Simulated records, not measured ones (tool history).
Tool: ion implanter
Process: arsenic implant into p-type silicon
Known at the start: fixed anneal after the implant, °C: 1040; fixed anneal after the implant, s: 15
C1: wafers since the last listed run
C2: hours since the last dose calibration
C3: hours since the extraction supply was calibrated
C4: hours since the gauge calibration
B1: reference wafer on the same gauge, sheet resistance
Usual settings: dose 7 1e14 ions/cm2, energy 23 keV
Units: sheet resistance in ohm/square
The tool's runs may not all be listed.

Run 1, day 0: usual settings but dose 5.85 1e14 ions/cm2, energy 25.5 keV; C1 0; C2 679.7; C3 5253.4; C4 720.7; B1 190.9. Result: sheet resistance 193.34 ohm/square.
Run 2, day 5.3: usual settings but dose 5.85 1e14 ions/cm2, energy 25.5 keV; C1 3069; C2 806.9; C3 5380.6; C4 847.9; B1 191.14. Result: sheet resistance 193.54 ohm/square.
Run 3, day 7.546: usual settings but dose 5.85 1e14 ions/cm2, energy 25.5 keV; C1 1300; C2 860.8; C3 5434.5; C4 901.8; B1 191.13. Result: sheet resistance 192.87 ohm/square.
Run 4, day 8.833: usual settings but dose 6.02 1e14 ions/cm2, energy 27.5 keV; C1 745; C2 891.7; C3 5465.4; C4 932.7; B1 191.06. Result: sheet resistance 186.71 ohm/square.
Run 5, day 10.712: usual settings but dose 6.02 1e14 ions/cm2, energy 27.5 keV; C1 1088; C2 936.8; C3 5510.5; C4 977.8; B1 190.99. Result: sheet resistance 187.14 ohm/square.
Run 6, day 13.554: usual settings but dose 6.02 1e14 ions/cm2, energy 27.5 keV; C1 1645; C2 1005; C3 5578.7; C4 1046; B1 191.14. Result: sheet resistance 187.11 ohm/square.
At day 15.738: Faraday cup replaced and dose calibrated.
Run 7, day 15.758: usual settings but dose 5.42 1e14 ions/cm2; C1 1083; C2 0.5; C3 5631.6; C4 1098.9; B1 190.94. Result: sheet resistance 210.56 ohm/square.
Run 8, day 18.154: usual settings but dose 5.42 1e14 ions/cm2; C1 1387; C2 58; C3 5689.1; C4 1156.4; B1 190.94. Result: sheet resistance 209.92 ohm/square.
Run 9, day 21.096: usual settings but dose 5.42 1e14 ions/cm2; C1 1703; C2 128.6; C3 5759.7; C4 1227; B1 191.06. Result: sheet resistance 209.84 ohm/square.
Run 10, day 23.888: usual settings; C1 1616; C2 195.6; C3 5826.7; C4 1294; B1 191.1. Result: sheet resistance 173.44 ohm/square.
Run 11, day 25.967: usual settings; C1 1204; C2 245.5; C3 5876.6; C4 1343.9; B1 190.92. Result: sheet resistance 172.86 ohm/square.
At day 27.838: extraction supply calibrated.
Run 12, day 33.912: usual settings but energy 28.5 keV; C1 4408; C2 436.2; C3 145.8; C4 1534.6; B1 191.06. Result: sheet resistance 167.05 ohm/square.
Run 13, day 35.625: usual settings; C1 991; C2 477.3; C3 186.9; C4 1575.7; B1 190.89. Result: sheet resistance 172.31 ohm/square.
Run 14, day 37.838: usual settings; C1 1281; C2 530.4; C3 240; C4 1628.8; B1 191.04. Result: sheet resistance 171.82 ohm/square.
Run 15, day 40.342: usual settings; C1 1450; C2 590.5; C3 300.1; C4 1688.9; B1 191. Result: sheet resistance 172.03 ohm/square.
At day 41.738: gauge calibrated.
Run 16, day 43.162: usual settings but dose 5.28 1e14 ions/cm2, energy 25.5 keV; C1 1633; C2 658.2; C3 367.8; C4 34.2; B1 190.97. Result: sheet resistance 208.42 ohm/square.
Run 17, day 45.362: usual settings but dose 8.91 1e14 ions/cm2, energy 16.5 keV; C1 1274; C2 711; C3 420.6; C4 87; B1 191. Result: sheet resistance 152.62 ohm/square.
Run 18, day 46.538: usual settings but dose 5 1e14 ions/cm2, energy 20 keV; C1 680; C2 739.2; C3 448.8; C4 115.2; B1 191.03. Result: sheet resistance 225.04 ohm/square.
Run 19, day 49.058: usual settings; C1 1459; C2 799.7; C3 509.3; C4 175.7; B1 190.99. Result: sheet resistance 171.79 ohm/square.
Run 20, day 50.371: usual settings but dose 5.94 1e14 ions/cm2, energy 15 keV; C1 760; C2 831.2; C3 540.8; C4 207.2; B1 190.99. Result: sheet resistance 203.89 ohm/square.
Run 21, day 52.662: usual settings; C1 1327; C2 886.2; C3 595.8; C4 262.2; B1 191.08. Result: sheet resistance 171.27 ohm/square.
Run 22, day 55.183: usual settings but dose 4.99 1e14 ions/cm2, energy 17 keV; C1 1459; C2 946.7; C3 656.3; C4 322.7; B1 191.02. Result: sheet resistance 228.66 ohm/square.
Run 23, day 57.621: usual settings but dose 6.47 1e14 ions/cm2; C1 1411; C2 1005.2; C3 714.8; C4 381.2; B1 190.95. Result: sheet resistance 181.21 ohm/square.
At day 59.233: Faraday cup replaced and dose calibrated.
Run 24, day 60.121: usual settings but dose 5.52 1e14 ions/cm2, energy 15.5 keV; C1 1254; C2 21.3; C3 774.8; C4 441.2; B1 191.13. Result: sheet resistance 219.19 ohm/square.
Run 25, day 61.996: usual settings but dose 8.62 1e14 ions/cm2; C1 1085; C2 66.3; C3 819.8; C4 486.2; B1 191.06. Result: sheet resistance 151.01 ohm/square.
Run 26, day 63.183: usual settings but dose 7.64 1e14 ions/cm2, energy 26.5 keV; C1 687; C2 94.8; C3 848.3; C4 514.7; B1 190.98. Result: sheet resistance 160.39 ohm/square.
Run 27, day 66.058: usual settings; C1 1664; C2 163.8; C3 917.3; C4 583.7; B1 191.02. Result: sheet resistance 174 ohm/square.
Run 28, day 67.183: usual settings; C1 651; C2 190.8; C3 944.3; C4 610.7; B1 191.05. Result: sheet resistance 173.8 ohm/square.
Run 29, day 68.354: usual settings; C1 678; C2 218.9; C3 972.4; C4 638.8; B1 190.95. Result: sheet resistance 173.82 ohm/square.
Run 30, day 71.333: usual settings but dose 6.26 1e14 ions/cm2, energy 30.5 keV; C1 1725; C2 290.4; C3 1043.9; C4 710.3; B1 190.95. Result: sheet resistance 179.9 ohm/square.
Run 31, day 72.454: usual settings but dose 9.09 1e14 ions/cm2, energy 27.5 keV; C1 649; C2 317.3; C3 1070.8; C4 737.2; B1 190.84. Result: sheet resistance 140.3 ohm/square.
Run 32, day 74.012: usual settings but energy 26 keV; C1 902; C2 354.7; C3 1108.2; C4 774.6; B1 191.03. Result: sheet resistance 170.29 ohm/square.
Run 33, day 75.258: usual settings but dose 6.43 1e14 ions/cm2, energy 16 keV; C1 721; C2 384.6; C3 1138.1; C4 804.5; B1 191.09. Result: sheet resistance 193.14 ohm/square.
Run 34, day 76.562: usual settings but dose 8.47 1e14 ions/cm2; C1 755; C2 415.9; C3 1169.4; C4 835.8; B1 191. Result: sheet resistance 151.24 ohm/square.
Run 35, day 78.617: usual settings; C1 1189; C2 465.2; C3 1218.7; C4 885.1; B1 190.93. Result: sheet resistance 172.88 ohm/square.
Run 36, day 81.058: usual settings but dose 5.73 1e14 ions/cm2, energy 30.5 keV; C1 1414; C2 523.8; C3 1277.3; C4 943.7; B1 191.02. Result: sheet resistance 192.13 ohm/square.
Run 37, day 84.846: usual settings but dose 8.61 1e14 ions/cm2, energy 30 keV; C1 2193; C2 614.7; C3 1368.2; C4 1034.6; B1 191.07. Result: sheet resistance 142.75 ohm/square.
Run 38, day 86.871: usual settings but dose 8.12 1e14 ions/cm2, energy 21 keV; C1 1172; C2 663.3; C3 1416.8; C4 1083.2; B1 190.95. Result: sheet resistance 157.41 ohm/square.

Forecast each of these 3 alternatives for the next run:
Run A, day 86.888: usual settings but dose 9.06 1e14 ions/cm2; C1 9; C2 663.7; C3 1417.2; C4 1083.6; B1 ?. Result: sheet resistance ?.
Run B, day 86.888: usual settings but dose 8.13 1e14 ions/cm2, energy 28 keV; C1 9; C2 663.7; C3 1417.2; C4 1083.6; B1 ?. Result: sheet resistance ?.
Run C, day 86.888: usual settings but dose 8.33 1e14 ions/cm2, energy 29 keV; C1 9; C2 663.7; C3 1417.2; C4 1083.6; B1 ?. Result: sheet resistance ?.

run      B1  sheet resistance
  A  190.95            144.16
  B  190.95            150.09
  C  190.95            146.73
Without the tool's hidden state the same runs would have given:
run  sheet resistance
  A            146.54
  B            152.75
  C            149.31

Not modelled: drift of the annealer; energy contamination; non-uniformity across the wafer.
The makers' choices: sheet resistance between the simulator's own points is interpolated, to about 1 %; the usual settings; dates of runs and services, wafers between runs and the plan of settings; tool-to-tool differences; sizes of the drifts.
